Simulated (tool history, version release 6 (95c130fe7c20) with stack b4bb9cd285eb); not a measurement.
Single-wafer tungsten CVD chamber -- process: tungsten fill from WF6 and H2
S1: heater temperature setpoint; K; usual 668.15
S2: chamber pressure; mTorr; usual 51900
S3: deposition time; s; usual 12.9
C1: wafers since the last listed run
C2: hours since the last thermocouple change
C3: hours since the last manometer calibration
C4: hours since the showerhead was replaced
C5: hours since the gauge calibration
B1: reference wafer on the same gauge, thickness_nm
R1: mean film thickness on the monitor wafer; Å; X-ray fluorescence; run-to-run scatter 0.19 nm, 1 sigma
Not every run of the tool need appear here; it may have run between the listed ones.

{"run": 1, "hour": 0.0, "S1": 668.15, "S2": 51900, "S3": 12.9, "C1": 0, "C2": 1290.1, "C3": 2922.0, "C4": 4208.3, "C5": 303.0, "B1": 48.221, "R1": 389.05}
{"run": 2, "hour": 16.8, "S1": 668.15, "S2": 51900, "S3": 12.9, "C1": 492, "C2": 1306.9, "C3": 2938.8, "C4": 4225.1, "C5": 319.8, "B1": 48.18, "R1": 388.62}
{"run": 3, "hour": 27.5, "S1": 668.15, "S2": 51900, "S3": 12.9, "C1": 313, "C2": 1317.6, "C3": 2949.5, "C4": 4235.8, "C5": 330.5, "B1": 48.198, "R1": 390.39}
{"run": 4, "hour": 33.5, "S1": 668.15, "S2": 51900, "S3": 12.9, "C1": 176, "C2": 1323.6, "C3": 2955.5, "C4": 4241.8, "C5": 336.5, "B1": 48.179, "R1": 387.02}
{"run": 5, "hour": 39.9, "S1": 668.15, "S2": 51900, "S3": 12.9, "C1": 187, "C2": 1330.0, "C3": 2961.9, "C4": 4248.2, "C5": 342.9, "B1": 48.209, "R1": 389.07}
{"run": 6, "hour": 49.9, "S1": 668.15, "S2": 51900, "S3": 12.9, "C1": 293, "C2": 1340.0, "C3": 2971.9, "C4": 4258.2, "C5": 352.9, "B1": 48.206, "R1": 387.34}
{"run": 7, "hour": 64.6, "S1": 673.15, "S2": 44500, "S3": 12.9, "C1": 431, "C2": 1354.7, "C3": 2986.6, "C4": 4272.9, "C5": 367.6, "B1": 48.193, "R1": 414.68}
{"run": 8, "hour": 81.8, "S1": 668.15, "S2": 51900, "S3": 12.9, "C1": 504, "C2": 1371.9, "C3": 3003.8, "C4": 4290.1, "C5": 384.8, "B1": 48.203, "R1": 385.61}
{"run": 9, "hour": 99.6, "S1": 668.15, "S2": 51900, "S3": 12.9, "C1": 522, "C2": 1389.7, "C3": 3021.6, "C4": 4307.9, "C5": 402.6, "B1": 48.217, "R1": 385.41}
{"hour": 102.5, "done": "gauge calibrated"}
{"run": 10, "hour": 108.4, "S1": 668.15, "S2": 51900, "S3": 12.9, "C1": 258, "C2": 1398.5, "C3": 3030.4, "C4": 4316.7, "C5": 5.9, "B1": 48.179, "R1": 387.31}
{"run": 11, "hour": 121.7, "S1": 668.15, "S2": 51900, "S3": 12.9, "C1": 390, "C2": 1411.8, "C3": 3043.7, "C4": 4330.0, "C5": 19.2, "B1": 48.223, "R1": 389.0}
{"run": 12, "hour": 139.3, "S1": 668.15, "S2": 51900, "S3": 12.9, "C1": 516, "C2": 1429.4, "C3": 3061.3, "C4": 4347.6, "C5": 36.8, "B1": 48.203, "R1": 385.28}
{"hour": 155.8, "done": "capacitance manometer re-zeroed and calibrated"}
{"run": 13, "hour": 156.3, "S1": 668.15, "S2": 51900, "S3": 12.9, "C1": 264, "C2": 1446.4, "C3": 0.5, "C4": 4364.6, "C5": 53.8, "B1": 48.167, "R1": 388.88}
{"run": 14, "hour": 163.4, "S1": 668.15, "S2": 51900, "S3": 10.4, "C1": 208, "C2": 1453.5, "C3": 7.6, "C4": 4371.7, "C5": 60.9, "B1": 48.205, "R1": 312.68}
{"run": 15, "hour": 174.9, "S1": 678.15, "S2": 51900, "S3": 12.9, "C1": 337, "C2": 1465.0, "C3": 19.1, "C4": 4383.2, "C5": 72.4, "B1": 48.236, "R1": 477.61}
{"run": 16, "hour": 183.8, "S1": 668.15, "S2": 51900, "S3": 12.9, "C1": 261, "C2": 1473.9, "C3": 28.0, "C4": 4392.1, "C5": 81.3, "B1": 48.202, "R1": 390.41}
{"run": 17, "hour": 191.2, "S1": 668.15, "S2": 63500, "S3": 12.9, "C1": 217, "C2": 1481.3, "C3": 35.4, "C4": 4399.5, "C5": 88.7, "B1": 48.177, "R1": 408.16}
{"hour": 202.4, "done": "showerhead replaced"}
{"run": 18, "hour": 202.9, "S1": 679.15, "S2": 45400, "S3": 12.2, "C1": 108, "C2": 1493.0, "C3": 47.1, "C4": 0.5, "C5": 100.4, "B1": 48.2, "R1": 450.06}
{"hour": 216.5, "done": "thermocouple changed; heater temperature recalibrated"}
{"run": 19, "hour": 217.0, "S1": 668.15, "S2": 39300, "S3": 12.9, "C1": 179, "C2": 0.5, "C3": 61.2, "C4": 14.6, "C5": 114.5, "B1": 48.172, "R1": 399.46}
{"run": 20, "hour": 221.3, "S1": 659.15, "S2": 46100, "S3": 11.7, "C1": 126, "C2": 4.8, "C3": 65.5, "C4": 18.9, "C5": 118.8, "B1": 48.206, "R1": 305.9}
{"run": 21, "hour": 231.4, "S1": 656.15, "S2": 51900, "S3": 12.9, "C1": 296, "C2": 14.9, "C3": 75.6, "C4": 29.0, "C5": 128.9, "B1": 48.194, "R1": 326.65}
{"run": 22, "hour": 241.7, "S1": 668.15, "S2": 51900, "S3": 12.9, "C1": 302, "C2": 25.2, "C3": 85.9, "C4": 39.3, "C5": 139.2, "B1": 48.234, "R1": 422.84}
{"run": 23, "hour": 252.0, "S1": 673.15, "S2": 51900, "S3": 15.4, "C1": 302, "C2": 35.5, "C3": 96.2, "C4": 49.6, "C5": 149.5, "B1": 48.239, "R1": 560.89}
{"run": 24, "hour": 268.2, "S1": 668.15, "S2": 51900, "S3": 12.0, "C1": 475, "C2": 51.7, "C3": 112.4, "C4": 65.8, "C5": 165.7, "B1": 48.213, "R1": 388.21}
{"run": 25, "hour": 280.4, "S1": 679.15, "S2": 58300, "S3": 14.3, "C1": 358, "C2": 63.9, "C3": 124.6, "C4": 78.0, "C5": 177.9, "B1": 48.221, "R1": 600.73}
{"run": 26, "hour": 307.6, "S1": 655.15, "S2": 46000, "S3": 14.0, "C1": 798, "C2": 91.1, "C3": 151.8, "C4": 105.2, "C5": 205.1, "B1": 48.16, "R1": 324.91}
{"run": 27, "hour": 319.8, "S1": 668.15, "S2": 51900, "S3": 13.9, "C1": 358, "C2": 103.3, "C3": 164.0, "C4": 117.4, "C5": 217.3, "B1": 48.21, "R1": 445.84}
{"run": 28, "hour": 326.4, "S1": 668.15, "S2": 55900, "S3": 12.9, "C1": 193, "C2": 109.9, "C3": 170.6, "C4": 124.0, "C5": 223.9, "B1": 48.186, "R1": 424.3}
{"run": 29, "hour": 342.0, "S1": 668.15, "S2": 41400, "S3": 12.9, "C1": 457, "C2": 125.5, "C3": 186.2, "C4": 139.6, "C5": 239.5, "B1": 48.214, "R1": 388.12}
{"run": 30, "hour": 356.1, "S1": 677.15, "S2": 51900, "S3": 12.9, "C1": 413, "C2": 139.6, "C3": 200.3, "C4": 153.7, "C5": 253.6, "B1": 48.22, "R1": 496.77}
{"run": 31, "hour": 364.2, "S1": 657.15, "S2": 44100, "S3": 11.0, "C1": 237, "C2": 147.7, "C3": 208.4, "C4": 161.8, "C5": 261.7, "B1": 48.19, "R1": 259.21}
{"run": 32, "hour": 374.5, "S1": 668.15, "S2": 51900, "S3": 10.4, "C1": 302, "C2": 158.0, "C3": 218.7, "C4": 172.1, "C5": 272.0, "B1": 48.174, "R1": 327.23}
{"run": 33, "hour": 385.5, "S1": 668.15, "S2": 51900, "S3": 14.4, "C1": 322, "C2": 169.0, "C3": 229.7, "C4": 183.1, "C5": 283.0, "B1": 48.251, "R1": 455.9}

Consider 5 possible next runs. They are alternatives, not a sequence: every one starts from the tool as it was left by run 33. What does each give?
{"run": "A", "hour": 385.9, "S1": 668.15, "S2": 60500, "S3": 12.9, "C1": 11, "C2": 169.4, "C3": 230.1, "C4": 183.5, "C5": 283.4, "B1": "?", "R1": "?"}
{"run": "B", "hour": 385.9, "S1": 663.15, "S2": 51900, "S3": 12.9, "C1": 11, "C2": 169.4, "C3": 230.1, "C4": 183.5, "C5": 283.4, "B1": "?", "R1": "?"}
{"run": "C", "hour": 385.9, "S1": 668.15, "S2": 51900, "S3": 15.0, "C1": 11, "C2": 169.4, "C3": 230.1, "C4": 183.5, "C5": 283.4, "B1": "?", "R1": "?"}
{"run": "D", "hour": 385.9, "S1": 668.15, "S2": 56000, "S3": 11.6, "C1": 11, "C2": 169.4, "C3": 230.1, "C4": 183.5, "C5": 283.4, "B1": "?", "R1": "?"}
{"run": "E", "hour": 385.9, "S1": 654.15, "S2": 46800, "S3": 11.4, "C1": 11, "C2": 169.4, "C3": 230.1, "C4": 183.5, "C5": 283.4, "B1": "?", "R1": "?"}

run=A B1=48.213 R1=425.75
run=B B1=48.213 R1=365.81
run=C B1=48.213 R1=475.22
run=D B1=48.213 R1=374.63
run=E B1=48.213 R1=256.07
Had the tool no hidden state, the same runs would have come out as:
run=A R1=457.66
run=B R1=394.39
run=C R1=510.84
run=D R1=402.71
run=E R1=277.00
